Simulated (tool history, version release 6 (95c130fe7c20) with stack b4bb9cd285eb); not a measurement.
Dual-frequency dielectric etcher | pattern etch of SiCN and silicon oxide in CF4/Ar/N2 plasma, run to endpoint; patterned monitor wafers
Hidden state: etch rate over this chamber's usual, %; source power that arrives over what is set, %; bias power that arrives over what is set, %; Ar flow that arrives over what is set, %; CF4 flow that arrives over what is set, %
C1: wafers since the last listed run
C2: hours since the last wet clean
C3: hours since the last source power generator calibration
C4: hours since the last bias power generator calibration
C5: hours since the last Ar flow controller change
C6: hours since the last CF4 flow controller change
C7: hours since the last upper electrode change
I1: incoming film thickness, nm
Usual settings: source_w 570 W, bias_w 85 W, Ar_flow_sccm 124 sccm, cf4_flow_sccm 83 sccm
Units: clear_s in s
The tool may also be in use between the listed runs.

run 1 day=0 | source_w=570 bias_w=74 Ar_flow_sccm=124 cf4_flow_sccm=83 | C1=0 C2=327 C3=2007.2 C4=15.3 C5=1490.7 C6=32.7 C7=4236.1 | I1=9.55 | clear_s=9.1
run 2 day=0.725 | source_w=570 bias_w=74 Ar_flow_sccm=124 cf4_flow_sccm=83 | C1=329 C2=344.4 C3=2024.6 C4=32.7 C5=1508.1 C6=50.1 C7=4253.5 | I1=9.6 | clear_s=9.3
run 3 day=1.462 | source_w=570 bias_w=85 Ar_flow_sccm=124 cf4_flow_sccm=83 | C1=334 C2=362.1 C3=2042.3 C4=50.4 C5=1525.8 C6=67.8 C7=4271.2 | I1=9.59 | clear_s=8.7
-- day=2.321 Ar flow controller replaced
-- day=4.138 upper electrode replaced
-- day=4.788 wet clean of the chamber
run 4 day=4.808 | source_w=570 bias_w=85 Ar_flow_sccm=124 cf4_flow_sccm=83 | C1=655 C2=0.5 C3=2122.6 C4=130.7 C5=59.7 C6=148.1 C7=16.1 | I1=9.55 | clear_s=8.7
run 5 day=4.821 | source_w=570 bias_w=85 Ar_flow_sccm=124 cf4_flow_sccm=83 | C1=5 C2=0.8 C3=2122.9 C4=131 C5=60 C6=148.4 C7=16.4 | I1=9.67 | clear_s=8.8
run 6 day=4.838 | source_w=570 bias_w=85 Ar_flow_sccm=124 cf4_flow_sccm=83 | C1=7 C2=1.2 C3=2123.3 C4=131.4 C5=60.4 C6=148.8 C7=16.8 | I1=9.6 | clear_s=8.7
run 7 day=4.85 | source_w=570 bias_w=85 Ar_flow_sccm=110 cf4_flow_sccm=83 | C1=5 C2=1.5 C3=2123.6 C4=131.7 C5=60.7 C6=149.1 C7=17.1 | I1=9.48 | clear_s=8.5
run 8 day=5.158 | source_w=520 bias_w=85 Ar_flow_sccm=124 cf4_flow_sccm=66 | C1=140 C2=8.9 C3=2131 C4=139.1 C5=68.1 C6=156.5 C7=24.5 | I1=9.57 | clear_s=9.5
run 9 day=5.875 | source_w=450 bias_w=73 Ar_flow_sccm=141 cf4_flow_sccm=64 | C1=325 C2=26.1 C3=2148.2 C4=156.3 C5=85.3 C6=173.7 C7=41.7 | I1=9.6 | clear_s=11.5
run 10 day=6.392 | source_w=640 bias_w=85 Ar_flow_sccm=124 cf4_flow_sccm=83 | C1=234 C2=38.5 C3=2160.6 C4=168.7 C5=97.7 C6=186.1 C7=54.1 | I1=9.58 | clear_s=8.1
run 11 day=7.079 | source_w=440 bias_w=85 Ar_flow_sccm=124 cf4_flow_sccm=100 | C1=312 C2=55 C3=2177.1 C4=185.2 C5=114.2 C6=202.6 C7=70.6 | I1=9.65 | clear_s=10.4
run 12 day=7.417 | source_w=570 bias_w=65 Ar_flow_sccm=150 cf4_flow_sccm=83 | C1=153 C2=63.1 C3=2185.2 C4=193.3 C5=122.3 C6=210.7 C7=78.7 | I1=9.52 | clear_s=10
-- day=7.608 source power generator calibrated
run 13 day=7.671 | source_w=460 bias_w=69 Ar_flow_sccm=98 cf4_flow_sccm=103 | C1=39 C2=69.2 C3=1.5 C4=199.4 C5=128.4 C6=216.8 C7=84.8 | I1=9.57 | clear_s=10.6
run 14 day=8.1 | source_w=570 bias_w=90 Ar_flow_sccm=97 cf4_flow_sccm=83 | C1=194 C2=79.5 C3=11.8 C4=209.7 C5=138.7 C6=227.1 C7=95.1 | I1=9.64 | clear_s=8.3
run 15 day=8.704 | source_w=450 bias_w=102 Ar_flow_sccm=142 cf4_flow_sccm=67 | C1=274 C2=94 C3=26.3 C4=224.2 C5=153.2 C6=241.6 C7=109.6 | I1=9.55 | clear_s=9.8
run 16 day=9.721 | source_w=570 bias_w=65 Ar_flow_sccm=99 cf4_flow_sccm=83 | C1=461 C2=118.4 C3=50.7 C4=248.6 C5=177.6 C6=266 C7=134 | I1=9.55 | clear_s=9.5
run 17 day=10.338 | source_w=570 bias_w=85 Ar_flow_sccm=124 cf4_flow_sccm=83 | C1=280 C2=133.2 C3=65.5 C4=263.4 C5=192.4 C6=280.8 C7=148.8 | I1=9.5 | clear_s=8.6
run 18 day=10.783 | source_w=570 bias_w=85 Ar_flow_sccm=97 cf4_flow_sccm=83 | C1=202 C2=143.9 C3=76.2 C4=274.1 C5=203.1 C6=291.5 C7=159.5 | I1=9.65 | clear_s=8.5
run 19 day=11.529 | source_w=570 bias_w=73 Ar_flow_sccm=124 cf4_flow_sccm=83 | C1=338 C2=161.8 C3=94.1 C4=292 C5=221 C6=309.4 C7=177.4 | I1=9.61 | clear_s=9.4
run 20 day=11.971 | source_w=570 bias_w=74 Ar_flow_sccm=124 cf4_flow_sccm=104 | C1=200 C2=172.4 C3=104.7 C4=302.6 C5=231.6 C6=320 C7=188 | I1=9.62 | clear_s=9.1
run 21 day=12.312 | source_w=500 bias_w=93 Ar_flow_sccm=112 cf4_flow_sccm=83 | C1=155 C2=180.6 C3=112.9 C4=310.8 C5=239.8 C6=328.2 C7=196.2 | I1=9.69 | clear_s=9.2
run 22 day=12.742 | source_w=460 bias_w=69 Ar_flow_sccm=98 cf4_flow_sccm=103 | C1=194 C2=190.9 C3=123.2 C4=321.1 C5=250.1 C6=338.5 C7=206.5 | I1=9.65 | clear_s=10.7
run 23 day=13.167 | source_w=570 bias_w=66 Ar_flow_sccm=124 cf4_flow_sccm=83 | C1=193 C2=201.1 C3=133.4 C4=331.3 C5=260.3 C6=348.7 C7=216.7 | I1=9.54 | clear_s=9.7

The tool's hidden state at each run:
etch rate over this chamber's usual, %: 0 in every run
source power that arrives over what is set, %: 0 in every run
bias power that arrives over what is set, %: 0 in every run
Ar flow that arrives over what is set, %: 0 in every run
CF4 flow that arrives over what is set, %: 0 in every run
